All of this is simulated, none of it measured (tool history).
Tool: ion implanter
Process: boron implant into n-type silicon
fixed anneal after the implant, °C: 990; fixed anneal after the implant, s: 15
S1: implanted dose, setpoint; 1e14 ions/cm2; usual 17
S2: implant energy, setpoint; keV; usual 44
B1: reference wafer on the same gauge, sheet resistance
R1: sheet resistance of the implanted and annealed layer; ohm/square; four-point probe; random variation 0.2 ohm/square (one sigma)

{"run": 1, "hour": 0.0, "S1": 20.68, "S2": 32.5, "B1": 67.12, "R1": 69.21}
{"run": 2, "hour": 10.5, "S1": 17, "S2": 44, "B1": 67.1, "R1": 76.44}
{"run": 3, "hour": 20.4, "S1": 17, "S2": 44, "B1": 67.16, "R1": 76.25}
{"run": 4, "hour": 28.8, "S1": 17, "S2": 44, "B1": 67.12, "R1": 76.05}
{"run": 5, "hour": 35.4, "S1": 15.38, "S2": 47.5, "B1": 67.12, "R1": 81.59}
{"run": 6, "hour": 49.0, "S1": 17, "S2": 44, "B1": 67.1, "R1": 75.8}
{"run": 7, "hour": 66.9, "S1": 17, "S2": 44, "B1": 67.08, "R1": 75.83}
{"run": 8, "hour": 88.2, "S1": 17, "S2": 44, "B1": 67.06, "R1": 75.89}
{"run": 9, "hour": 97.3, "S1": 17, "S2": 44, "B1": 67.08, "R1": 75.99}
{"run": 10, "hour": 104.7, "S1": 15.13, "S2": 44, "B1": 67.04, "R1": 82.59}
{"run": 11, "hour": 113.0, "S1": 15.13, "S2": 44, "B1": 67.1, "R1": 82.19}
{"run": 12, "hour": 129.6, "S1": 17, "S2": 44, "B1": 67.11, "R1": 75.67}
{"run": 13, "hour": 144.1, "S1": 17, "S2": 44, "B1": 67.06, "R1": 75.93}
{"run": 14, "hour": 153.8, "S1": 15.12, "S2": 50, "B1": 67.13, "R1": 82.28}
{"run": 15, "hour": 170.2, "S1": 17, "S2": 44, "B1": 67.14, "R1": 75.98}
{"run": 16, "hour": 181.1, "S1": 17, "S2": 53, "B1": 67.05, "R1": 75.29}
{"hour": 187.3, "done": "gauge calibrated"}
{"run": 17, "hour": 208.7, "S1": 14.11, "S2": 39.5, "B1": 67.1, "R1": 87.06}
{"run": 18, "hour": 216.0, "S1": 18.7, "S2": 44, "B1": 67.09, "R1": 70.67}
{"run": 19, "hour": 230.9, "S1": 17, "S2": 44, "B1": 67.11, "R1": 75.93}
{"run": 20, "hour": 241.0, "S1": 12, "S2": 37.5, "B1": 67.09, "R1": 98.01}
{"run": 21, "hour": 247.5, "S1": 21.48, "S2": 29, "B1": 67.12, "R1": 68.69}
{"hour": 267.9, "done": "extraction supply calibrated"}
{"run": 22, "hour": 268.4, "S1": 17, "S2": 44, "B1": 67.11, "R1": 75.88}
{"hour": 277.0, "done": "Faraday cup replaced and dose calibrated"}
{"run": 23, "hour": 278.4, "S1": 17, "S2": 58.5, "B1": 67.03, "R1": 77.35}
{"run": 24, "hour": 295.0, "S1": 15.13, "S2": 44, "B1": 67.05, "R1": 85.08}
{"run": 25, "hour": 312.9, "S1": 20.23, "S2": 56, "B1": 67.11, "R1": 68.19}
{"run": 26, "hour": 346.0, "S1": 21.71, "S2": 54, "B1": 67.05, "R1": 65.18}
{"run": 27, "hour": 358.8, "S1": 15.48, "S2": 57, "B1": 67.15, "R1": 83.06}

What the log doesn't show, run by run:
deviation of the true energy from its setpoint, %: 0 in every run
gauge reads high (%): 0 in every run
H1: deviation of the true dose from the Faraday cup's reading, %
run=1 H1=4.75
run=2 H1=4.81
run=3 H1=4.86
run=4 H1=4.9
run=5 H1=4.94
run=6 H1=5.01
run=7 H1=5.1
run=8 H1=5.21
run=9 H1=5.26
run=10 H1=5.29
run=11 H1=5.34
run=12 H1=5.42
run=13 H1=5.5
run=14 H1=5.55
run=15 H1=5.63
run=16 H1=5.69
run=17 H1=5.83
run=18 H1=5.87
run=19 H1=5.95
run=20 H1=6
run=21 H1=6.04
run=22 H1=6.14
run=23 H1=0.885
run=24 H1=0.971
run=25 H1=1.06
run=26 H1=1.24
run=27 H1=1.3
